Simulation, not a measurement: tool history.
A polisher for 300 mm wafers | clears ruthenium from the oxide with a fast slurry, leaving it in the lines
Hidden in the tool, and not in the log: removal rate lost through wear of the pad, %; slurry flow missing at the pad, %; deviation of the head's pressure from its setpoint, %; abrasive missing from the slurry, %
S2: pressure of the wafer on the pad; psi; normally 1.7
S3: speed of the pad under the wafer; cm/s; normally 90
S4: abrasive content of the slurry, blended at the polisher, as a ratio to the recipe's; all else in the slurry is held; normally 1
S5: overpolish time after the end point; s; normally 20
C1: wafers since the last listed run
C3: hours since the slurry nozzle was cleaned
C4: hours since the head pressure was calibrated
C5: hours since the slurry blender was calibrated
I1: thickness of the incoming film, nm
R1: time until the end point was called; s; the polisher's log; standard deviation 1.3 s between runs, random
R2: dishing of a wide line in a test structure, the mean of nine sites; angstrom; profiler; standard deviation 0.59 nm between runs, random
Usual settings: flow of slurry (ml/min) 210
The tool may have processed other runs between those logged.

run 1 day=0 | flow_of_slurry_(ml/min)=210 S2=1.7 S3=90 S4=0.85 S5=20 | C1=0 wafers_polished_on_this_pad=2118 C3=214.2 C4=599.7 C5=106.7 | I1=154.9 | R1=67 R2=269
-- day=2.154 worn pad replaced by a new one
run 2 day=2.238 | flow_of_slurry_(ml/min)=210 S2=1.7 S3=90 S4=0.85 S5=20 | C1=467 wafers_polished_on_this_pad=19 C3=267.9 C4=653.4 C5=160.4 | I1=152.8 | R1=66.1 R2=277
run 3 day=3.525 | flow_of_slurry_(ml/min)=210 S2=1.7 S3=90 S4=0.85 S5=20 | C1=290 wafers_polished_on_this_pad=309 C3=298.8 C4=684.3 C5=191.3 | I1=153.8 | R1=64.2 R2=300
run 4 day=6.5 | flow_of_slurry_(ml/min)=210 S2=1.7 S3=66 S4=1 S5=20 | C1=671 wafers_polished_on_this_pad=980 C3=370.2 C4=755.7 C5=262.7 | I1=152.8 | R1=75.7 R2=253
-- day=9.871 slurry nozzle cleaned
-- day=10.442 slurry blender recalibrated
run 5 day=11.133 | flow_of_slurry_(ml/min)=210 S2=1.7 S3=66 S4=1 S5=20 | C1=1017 wafers_polished_on_this_pad=1998 C3=30.3 C4=866.9 C5=16.6 | I1=154 | R1=72.6 R2=263
-- day=12.096 head pressure recalibrated
-- day=13.454 worn pad replaced by a new one
run 6 day=13.675 | flow_of_slurry_(ml/min)=210 S2=1.7 S3=66 S4=1 S5=20 | C1=517 wafers_polished_on_this_pad=50 C3=91.3 C4=37.9 C5=77.6 | I1=157.7 | R1=84.7 R2=233
run 7 day=15.142 | flow_of_slurry_(ml/min)=210 S2=1.7 S3=90 S4=0.75 S5=20 | C1=330 wafers_polished_on_this_pad=381 C3=126.5 C4=73.1 C5=112.8 | I1=158.1 | R1=76.6 R2=249
run 8 day=16.254 | flow_of_slurry_(ml/min)=210 S2=1.7 S3=90 S4=0.75 S5=20 | C1=251 wafers_polished_on_this_pad=632 C3=153.2 C4=99.8 C5=139.5 | I1=154.6 | R1=77.2 R2=255
run 9 day=18.342 | flow_of_slurry_(ml/min)=210 S2=1.7 S3=90 S4=0.75 S5=20 | C1=471 wafers_polished_on_this_pad=1103 C3=203.3 C4=149.9 C5=189.6 | I1=152 | R1=73.7 R2=258
run 10 day=19.362 | flow_of_slurry_(ml/min)=210 S2=1.7 S3=90 S4=1 S5=20 | C1=230 wafers_polished_on_this_pad=1333 C3=227.8 C4=174.4 C5=214.1 | I1=156.3 | R1=66.6 R2=285
-- day=21.933 slurry blender recalibrated
run 11 day=22.371 | flow_of_slurry_(ml/min)=210 S2=1.7 S3=90 S4=1 S5=20 | C1=660 wafers_polished_on_this_pad=1993 C3=300 C4=246.6 C5=10.5 | I1=157.1 | R1=67.5 R2=277
run 12 day=24.204 | flow_of_slurry_(ml/min)=210 S2=1.7 S3=108 S4=1.25 S5=20 | C1=413 wafers_polished_on_this_pad=2407 C3=344 C4=290.6 C5=54.5 | I1=154.5 | R1=49.8 R2=337
-- day=27.167 worn pad replaced by a new one
run 13 day=27.188 | flow_of_slurry_(ml/min)=275 S2=1.7 S3=68 S4=1 S5=20 | C1=635 wafers_polished_on_this_pad=4 C3=415.6 C4=362.2 C5=126.1 | I1=154.9 | R1=75.4 R2=249
-- day=27.804 slurry nozzle cleaned
run 14 day=29.846 | flow_of_slurry_(ml/min)=210 S2=1.7 S3=90 S4=1 S5=20 | C1=590 wafers_polished_on_this_pad=595 C3=49 C4=426 C5=189.9 | I1=153.2 | R1=62.4 R2=288
run 15 day=32.321 | flow_of_slurry_(ml/min)=170 S2=2.1 S3=112 S4=1.1 S5=20 | C1=558 wafers_polished_on_this_pad=1153 C3=108.4 C4=485.4 C5=249.3 | I1=153.7 | R1=42 R2=362
-- day=33.196 slurry blender recalibrated
run 16 day=34.346 | flow_of_slurry_(ml/min)=275 S2=1.7 S3=68 S4=1 S5=20 | C1=438 wafers_polished_on_this_pad=1591 C3=157 C4=534 C5=27.6 | I1=156.3 | R1=79.3 R2=256
run 17 day=35.712 | flow_of_slurry_(ml/min)=210 S2=1.7 S3=90 S4=0.9 S5=20 | C1=308 wafers_polished_on_this_pad=1900 C3=189.8 C4=566.8 C5=60.4 | I1=153.9 | R1=61.9 R2=279
run 18 day=37.796 | flow_of_slurry_(ml/min)=210 S2=1.7 S3=60 S4=1.2 S5=20 | C1=470 wafers_polished_on_this_pad=2370 C3=239.8 C4=616.8 C5=110.4 | I1=152.4 | R1=76.9 R2=262
run 19 day=40.275 | flow_of_slurry_(ml/min)=210 S2=1.7 S3=70 S4=1 S5=29 | C1=559 wafers_polished_on_this_pad=2929 C3=299.3 C4=676.3 C5=169.9 | I1=154.3 | R1=72.2 R2=337
-- day=41.217 head pressure recalibrated
-- day=41.396 worn pad replaced by a new one
run 20 day=42.333 | flow_of_slurry_(ml/min)=210 S2=1.7 S3=90 S4=1.3 S5=10 | C1=408 wafers_polished_on_this_pad=211 C3=348.7 C4=26.8 C5=219.3 | I1=155 | R1=60.1 R2=188
run 21 day=43.883 | flow_of_slurry_(ml/min)=170 S2=2.1 S3=90 S4=1 S5=20 | C1=349 wafers_polished_on_this_pad=561 C3=385.9 C4=64 C5=256.5 | I1=153.9 | R1=55.6 R2=322
run 22 day=46.725 | flow_of_slurry_(ml/min)=180 S2=1.7 S3=90 S4=1 S5=26 | C1=641 wafers_polished_on_this_pad=1202 C3=454.1 C4=132.2 C5=324.7 | I1=153.8 | R1=65.6 R2=321
-- day=47.267 slurry blender recalibrated
run 23 day=48.962 | flow_of_slurry_(ml/min)=210 S2=1.5 S3=90 S4=1 S5=20 | C1=486 wafers_polished_on_this_pad=1689 C3=507.8 C4=185.9 C5=40.7 | I1=155 | R1=72.5 R2=267

Expected results for the next run?
-- day=49.717 slurry nozzle cleaned
run 24 day=50.925 | flow_of_slurry_(ml/min)=155 S2=1.7 S3=90 S4=1.25 S5=9 | C1=433 wafers_polished_on_this_pad=2122 C3=29 C4=233 C5=87.8 | I1=154.5 | R1=? R2=?

{"run 24": {"R1": 63, "R2": 158}}
Were there no unlogged condition in the tool, this run, its random variation unchanged, would have produced R1 63.7 s, R2 157 angstrom.
